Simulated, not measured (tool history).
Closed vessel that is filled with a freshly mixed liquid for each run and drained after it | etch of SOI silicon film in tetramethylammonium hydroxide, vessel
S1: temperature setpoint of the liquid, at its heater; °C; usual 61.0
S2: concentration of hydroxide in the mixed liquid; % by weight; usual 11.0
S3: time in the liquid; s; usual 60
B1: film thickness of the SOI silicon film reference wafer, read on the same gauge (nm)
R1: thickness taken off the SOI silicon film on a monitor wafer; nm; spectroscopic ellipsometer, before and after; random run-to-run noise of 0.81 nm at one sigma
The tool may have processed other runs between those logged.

| run | hour | S1 | S2 | S3 | B1 | R1 |
|---|---|---|---|---|---|---|
| 1 | 0.0 | 61.0 | 11.0 | 60 | 40.00 | 242.06 |
| 2 | 6.2 | 61.0 | 11.0 | 60 | 39.99 | 241.01 |
| 3 | 22.6 | 61.0 | 11.0 | 60 | 40.01 | 240.41 |
| 4 | 31.6 | 61.0 | 11.0 | 60 | 40.02 | 242.99 |
| 5 | 46.5 | 61.0 | 11.0 | 60 | 40.01 | 243.07 |
| 6 | 58.3 | 58.5 | 11.0 | 60 | 39.98 | 207.86 |
| 7 | 68.8 | 58.5 | 11.0 | 60 | 40.01 | 208.74 |
| 8 | 80.5 | 61.0 | 11.0 | 60 | 40.01 | 242.10 |
| 9 | 93.0 | 61.0 | 11.0 | 60 | 39.97 | 242.76 |
| 10 | 109.3 | 61.0 | 11.0 | 60 | 39.98 | 243.17 |
| 11 | 126.8 | 61.0 | 11.0 | 60 | 39.99 | 243.44 |
| 12 | 133.7 | 61.0 | 11.0 | 60 | 40.02 | 243.93 |
| 13 | 146.5 | 54.5 | 8.5 | 80 | 39.98 | 235.41 |
| 14 | 155.7 | 61.0 | 11.0 | 60 | 40.03 | 243.22 |
| 15 | 167.7 | 61.0 | 11.0 | 60 | 40.01 | 244.25 |
| 16 | 185.0 | 61.0 | 11.0 | 60 | 39.98 | 242.92 |
| 17 | 192.8 | 68.0 | 8.0 | 80 | 40.00 | 556.10 |
|  | 192.9 | gauge calibrated |
| 18 | 202.2 | 57.5 | 8.0 | 60 | 40.01 | 218.93 |
|  | 207.5 | thermometer replaced |
| 19 | 210.1 | 61.0 | 11.0 | 60 | 39.97 | 225.40 |
| 20 | 225.5 | 57.5 | 14.0 | 80 | 40.00 | 216.59 |
| 21 | 270.9 | 58.0 | 11.0 | 30 | 40.00 | 93.25 |
| 22 | 277.7 | 55.5 | 11.0 | 45 | 39.99 | 119.54 |
| 23 | 294.2 | 54.0 | 12.5 | 60 | 40.01 | 137.62 |
| 24 | 308.5 | 54.0 | 11.0 | 60 | 39.95 | 145.00 |
| 25 | 324.6 | 63.5 | 11.0 | 30 | 40.00 | 130.38 |
|  | 327.9 | hydroxide flow meter replaced |
| 26 | 355.8 | 58.5 | 8.0 | 60 | 40.03 | 215.06 |
| 27 | 367.7 | 58.5 | 14.0 | 30 | 40.00 | 87.17 |
| 28 | 379.0 | 61.0 | 11.0 | 60 | 39.99 | 224.83 |
| 29 | 401.2 | 61.0 | 11.0 | 60 | 40.01 | 227.25 |
| 30 | 418.0 | 61.0 | 8.5 | 80 | 40.02 | 329.83 |
| 31 | 428.3 | 61.0 | 11.0 | 60 | 40.00 | 224.68 |
| 32 | 443.2 | 63.5 | 8.5 | 60 | 40.01 | 290.18 |
| 33 | 456.3 | 65.0 | 9.5 | 30 | 39.99 | 151.72 |
| 34 | 473.2 | 55.5 | 13.5 | 85 | 39.98 | 208.55 |
| 35 | 489.7 | 55.0 | 11.0 | 60 | 40.01 | 154.77 |

3 ways to go on from here, each from the tool as it stands after run 35. What would each give?
| A | 490.4 | 66.0 | 11.0 | 60 | ? | ? |
| B | 490.4 | 61.0 | 9.5 | 60 | ? | ? |
| C | 490.4 | 61.0 | 11.0 | 85 | ? | ? |

| run | B1 | R1 |
|---|---|---|
| A | 39.97 | 308.29 |
| B | 39.97 | 239.72 |
| C | 39.97 | 322.06 |
Without the tool's unlogged condition, the same runs would have read:
| run | R1 |
|---|---|
| A | 304.42 |
| B | 236.63 |
| C | 317.90 |

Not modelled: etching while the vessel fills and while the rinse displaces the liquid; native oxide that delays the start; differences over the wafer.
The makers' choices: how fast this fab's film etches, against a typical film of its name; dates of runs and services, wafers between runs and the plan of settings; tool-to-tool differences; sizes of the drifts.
